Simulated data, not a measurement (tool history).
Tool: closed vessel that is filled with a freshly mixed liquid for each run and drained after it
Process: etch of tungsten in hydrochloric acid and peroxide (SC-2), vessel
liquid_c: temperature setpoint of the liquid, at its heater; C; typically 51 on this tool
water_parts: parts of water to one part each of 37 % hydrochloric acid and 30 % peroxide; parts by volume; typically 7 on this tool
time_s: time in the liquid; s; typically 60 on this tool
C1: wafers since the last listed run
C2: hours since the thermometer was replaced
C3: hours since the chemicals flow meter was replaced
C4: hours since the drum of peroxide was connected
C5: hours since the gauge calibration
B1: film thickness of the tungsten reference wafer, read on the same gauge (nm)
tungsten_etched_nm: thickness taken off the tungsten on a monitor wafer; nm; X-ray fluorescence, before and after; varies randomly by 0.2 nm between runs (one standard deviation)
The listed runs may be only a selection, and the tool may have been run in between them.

run 1 day=0 | liquid_c=51 water_parts=7 time_s=60 | C1=0 C2=1659.7 C3=558.8 C4=810.5 C5=632.2 | B1=150.02 | tungsten_etched_nm=36.49
run 2 day=1.625 | liquid_c=51 water_parts=7 time_s=60 | C1=4392 C2=1698.7 C3=597.8 C4=849.5 C5=671.2 | B1=149.98 | tungsten_etched_nm=36.29
run 3 day=4.054 | liquid_c=51 water_parts=7 time_s=60 | C1=6566 C2=1757 C3=656.1 C4=907.8 C5=729.5 | B1=150.03 | tungsten_etched_nm=36.25
run 4 day=5.383 | liquid_c=51 water_parts=7 time_s=60 | C1=3592 C2=1788.9 C3=688 C4=939.7 C5=761.4 | B1=150.01 | tungsten_etched_nm=36.72
run 5 day=8.212 | liquid_c=43.5 water_parts=7 time_s=60 | C1=7647 C2=1856.8 C3=755.9 C4=1007.6 C5=829.3 | B1=150 | tungsten_etched_nm=22.04
run 6 day=10.854 | liquid_c=51 water_parts=7 time_s=60 | C1=7140 C2=1920.2 C3=819.3 C4=1071 C5=892.7 | B1=149.98 | tungsten_etched_nm=36.59
run 7 day=12.525 | liquid_c=51 water_parts=8 time_s=60 | C1=4516 C2=1960.3 C3=859.4 C4=1111.1 C5=932.8 | B1=150.02 | tungsten_etched_nm=33.09
run 8 day=14.033 | liquid_c=51 water_parts=7 time_s=85 | C1=4077 C2=1996.5 C3=895.6 C4=1147.3 C5=969 | B1=150.01 | tungsten_etched_nm=52.67
run 9 day=16.029 | liquid_c=48.5 water_parts=9 time_s=60 | C1=5395 C2=2044.4 C3=943.5 C4=1195.2 C5=1016.9 | B1=149.98 | tungsten_etched_nm=25.46
-- day=17.05 new drum of peroxide connected
run 10 day=17.483 | liquid_c=51 water_parts=7 time_s=60 | C1=3818 C2=2079.3 C3=978.4 C4=10.4 C5=1051.8 | B1=149.97 | tungsten_etched_nm=36.69
run 11 day=20.233 | liquid_c=51 water_parts=7 time_s=60 | C1=7433 C2=2145.3 C3=1044.4 C4=76.4 C5=1117.8 | B1=149.97 | tungsten_etched_nm=36.8
-- day=22.958 gauge calibrated
run 12 day=23 | liquid_c=54 water_parts=10 time_s=95 | C1=7478 C2=2211.7 C3=1110.8 C4=142.8 C5=1 | B1=150.01 | tungsten_etched_nm=53.4
-- day=23.662 chemicals flow meter replaced
-- day=24.417 thermometer replaced
run 13 day=24.488 | liquid_c=46 water_parts=7 time_s=45 | C1=3795 C2=1.7 C3=19.8 C4=178.5 C5=36.7 | B1=149.98 | tungsten_etched_nm=19
run 14 day=26.604 | liquid_c=54.5 water_parts=4 time_s=60 | C1=5721 C2=52.5 C3=70.6 C4=229.3 C5=87.5 | B1=149.99 | tungsten_etched_nm=67.14
run 15 day=28.554 | liquid_c=51 water_parts=7 time_s=60 | C1=5271 C2=99.3 C3=117.4 C4=276.1 C5=134.3 | B1=150 | tungsten_etched_nm=35.66
run 16 day=29.7 | liquid_c=51 water_parts=7 time_s=45 | C1=3097 C2=126.8 C3=144.9 C4=303.6 C5=161.8 | B1=149.97 | tungsten_etched_nm=26.96
run 17 day=31.879 | liquid_c=58 water_parts=10.5 time_s=90 | C1=5890 C2=179.1 C3=197.2 C4=355.9 C5=214.1 | B1=150.05 | tungsten_etched_nm=60.66
run 18 day=38.288 | liquid_c=51 water_parts=7 time_s=60 | C1=17322 C2=332.9 C3=351 C4=509.7 C5=367.9 | B1=149.95 | tungsten_etched_nm=35.95
run 19 day=39.642 | liquid_c=60.5 water_parts=8 time_s=90 | C1=3660 C2=365.4 C3=383.5 C4=542.2 C5=400.4 | B1=149.97 | tungsten_etched_nm=89.13
run 20 day=42.317 | liquid_c=51 water_parts=8.5 time_s=50 | C1=7230 C2=429.6 C3=447.7 C4=606.4 C5=464.6 | B1=150.04 | tungsten_etched_nm=26.12

Each row is a separate what-if for the run after 20, all from the same tool condition, not one after another. Results?
run A day=42.346 | liquid_c=51 water_parts=4 time_s=60 | C1=78 C2=430.3 C3=448.4 C4=607.1 C5=465.3 | B1=? | tungsten_etched_nm=?
run B day=42.346 | liquid_c=51 water_parts=7 time_s=35 | C1=78 C2=430.3 C3=448.4 C4=607.1 C5=465.3 | B1=? | tungsten_etched_nm=?
run C day=42.346 | liquid_c=58.5 water_parts=9 time_s=80 | C1=78 C2=430.3 C3=448.4 C4=607.1 C5=465.3 | B1=? | tungsten_etched_nm=?
run D day=42.346 | liquid_c=58 water_parts=9.5 time_s=50 | C1=78 C2=430.3 C3=448.4 C4=607.1 C5=465.3 | B1=? | tungsten_etched_nm=?

run=A B1=149.98 tungsten_etched_nm=54.14
run=B B1=149.98 tungsten_etched_nm=21.11
run=C B1=149.98 tungsten_etched_nm=64.22
run=D B1=149.98 tungsten_etched_nm=37.2
Take away the tool's hidden state, keep each run's random variation, and the runs would have read:
run=A tungsten_etched_nm=53.32
run=B tungsten_etched_nm=20.73
run=C tungsten_etched_nm=63.03
run=D tungsten_etched_nm=36.5
